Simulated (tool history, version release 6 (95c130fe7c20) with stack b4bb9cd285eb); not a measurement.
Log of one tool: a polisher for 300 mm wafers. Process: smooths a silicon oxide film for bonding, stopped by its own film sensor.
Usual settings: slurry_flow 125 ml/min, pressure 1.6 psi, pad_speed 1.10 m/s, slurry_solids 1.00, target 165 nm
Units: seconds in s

run	hour	slurry_flow	pressure	pad_speed	slurry_solids	target	wafers since the last listed run	wafers polished on this pad	hours since the slurry nozzle was cleaned	hours since the head pressure was calibrated	hours since the slurry blender was calibrated	incoming thickness of the incoming film, nm	seconds
1	0.0	125	1.6	1.10	1.00	165	0	5317	363.8	344.6	615.6	187.6	48.4
# hour 17.6: slurry blender recalibrated
2	85.3	125	1.6	1.10	1.00	165	1271	6588	449.1	429.9	67.7	190.0	48.6
3	172.7	125	1.6	1.10	1.00	165	1333	7921	536.5	517.3	155.1	193.0	54.8
# hour 259.5: slurry nozzle cleaned
# hour 301.8: worn pad replaced by a new one
4	454.1	125	1.6	1.10	1.00	165	4217	2323	194.6	798.7	436.5	186.9	45.9
5	528.8	125	1.6	1.10	1.00	165	1139	3463	269.3	873.4	511.2	190.6	55.4
6	570.1	125	1.6	1.10	1.00	165	630	4093	310.6	914.7	552.5	189.1	52.5
# hour 667.4: slurry blender recalibrated
7	674.0	95	1.6	1.10	1.00	165	1554	5648	414.5	1018.6	6.6	191.9	56.1
# hour 702.2: head pressure recalibrated
8	774.4	95	1.6	1.10	1.00	165	1501	7149	514.9	72.2	107.0	192.2	54.9
# hour 813.0: slurry nozzle cleaned
9	829.0	95	1.6	1.10	1.00	165	817	7967	16.0	126.8	161.6	191.0	52.3
# hour 850.8: worn pad replaced by a new one
10	917.3	125	1.6	1.10	1.00	165	1286	1014	104.3	215.1	249.9	188.1	45.4
11	1002.0	125	1.6	1.18	1.00	165	1292	2307	189.0	299.8	334.6	192.0	52.0
12	1062.5	125	1.6	1.18	1.00	165	923	3230	249.5	360.3	395.1	189.9	49.4
13	1197.6	150	1.6	0.86	0.85	171	2061	5292	384.6	495.4	530.2	187.9	44.9
14	1244.7	125	1.6	1.10	1.00	160	718	6010	431.7	542.5	577.3	189.1	62.5
# hour 1254.8: slurry blender recalibrated
15	1348.2	165	1.6	1.10	1.20	172	1548	7559	535.2	646.0	93.4	191.2	32.4
16	1402.6	90	1.6	1.10	1.00	169	830	8389	589.6	700.4	147.8	188.5	40.8
# hour 1417.7: slurry nozzle cleaned
# hour 1427.4: worn pad replaced by a new one
17	1509.5	125	1.6	1.10	1.00	165	1554	1252	91.8	807.3	254.7	192.3	54.9
18	1552.1	110	1.3	1.10	1.00	173	650	1902	134.4	849.9	297.3	190.1	41.6
19	1656.7	125	1.6	1.10	1.00	165	1596	3498	239.0	954.5	401.9	188.4	48.7
20	1763.2	110	1.6	1.26	0.85	156	1625	5123	345.5	1061.0	508.4	190.1	76.4
# hour 1796.0: head pressure recalibrated
21	1802.6	125	1.6	1.10	0.80	165	570	5694	384.9	6.6	547.8	189.8	58.0
# hour 1874.2: slurry blender recalibrated
22	1883.6	125	1.6	1.26	0.90	165	1205	6899	465.9	87.6	9.4	189.8	44.4
23	1936.8	125	1.6	1.10	1.00	165	811	7711	519.1	140.8	62.6	192.2	50.4
24	2008.3	125	1.3	1.10	1.00	165	1091	8802	590.6	212.3	134.1	192.3	59.5
# hour 2009.6: slurry nozzle cleaned
# hour 2012.7: worn pad replaced by a new one
25	2092.2	125	1.2	1.28	1.00	158	1216	1212	82.6	296.2	218.0	190.9	71.5
26	2173.5	125	1.6	0.88	1.15	165	1240	2453	163.9	377.5	299.3	192.1	57.6
27	2270.3	125	1.6	1.10	1.00	159	1477	3930	260.7	474.3	396.1	189.3	62.6
28	2319.0	125	1.4	1.40	1.00	168	743	4673	309.4	523.0	444.8	189.1	40.1
29	2416.8	85	1.6	1.10	1.00	165	1492	6165	407.2	620.8	542.6	188.1	54.6
30	2497.7	125	1.6	1.10	1.00	165	1234	7400	488.1	701.7	623.5	188.1	50.6

Measured less the same run without the tool's hidden state. The same run-to-run variation is in both; the gauge's scatter may not be:
The hidden state here: removal rate lost through wear of the pad, %; slurry flow missing at the pad, %; deviation of the head's pressure from its setpoint, %; abrasive missing from the slurry, %.
run	seconds
1	+8.4
2	+4.2
3	+5.8
4	+7.4
5	+9.7
6	+9.6
7	+5.3
8	+2.6
9	+3.5
10	+4.3
11	+6.1
12	+6.6
13	+7.9
14	+11.1
15	+3.1
16	+4.4
17	+7.0
18	+5.6
19	+7.5
20	+14.0
21	+7.4
22	+1.4
23	+2.4
24	+4.1
25	+6.6
26	+6.2
27	+8.5
28	+5.9
29	+9.1
30	+9.4
